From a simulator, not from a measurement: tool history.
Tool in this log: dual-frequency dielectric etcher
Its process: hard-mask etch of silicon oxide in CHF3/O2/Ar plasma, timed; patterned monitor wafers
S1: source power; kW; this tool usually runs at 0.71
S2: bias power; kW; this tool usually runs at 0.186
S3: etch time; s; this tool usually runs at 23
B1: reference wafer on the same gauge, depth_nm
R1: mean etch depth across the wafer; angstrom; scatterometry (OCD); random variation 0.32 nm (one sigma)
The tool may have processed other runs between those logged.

run,hour,S1,S2,S3,B1,R1
1,0,0.71,0.174,23,51.79,523.8
2,53.4,0.71,0.186,23,51.8,526.2
3,90.5,0.71,0.186,23,51.79,531.4
# hour 131.8: source power generator calibrated
# hour 170.8: wet clean of the chamber
4,171.3,0.71,0.186,23,51.81,552.9
5,179.8,0.77,0.186,23,51.73,565.8
6,223.4,0.77,0.186,23,51.74,566.9
7,262.5,0.71,0.186,23,51.81,550.8
8,305.6,0.71,0.186,23,51.75,555.4
9,364.9,0.71,0.186,23,51.84,543.6
10,418.2,0.71,0.186,23,51.78,539
11,465.6,0.71,0.186,23,51.77,542.8
12,503.5,0.54,0.2,20,51.87,441.1
# hour 541.9: wet clean of the chamber
13,542.4,0.6,0.15,23,51.79,510.5
14,562.1,0.71,0.186,27.5,51.89,659.7
# hour 576.9: gauge calibrated
15,621.9,0.66,0.14,23,51.74,506.8

Forecast run 16:
16,663.7,0.81,0.186,25.5,?,?

{"run 16": {"B1": 51.8, "R1": 624.3}}
With the hidden condition absent and the run-to-run variation left alone, this run would have shown R1 637.5 angstrom.
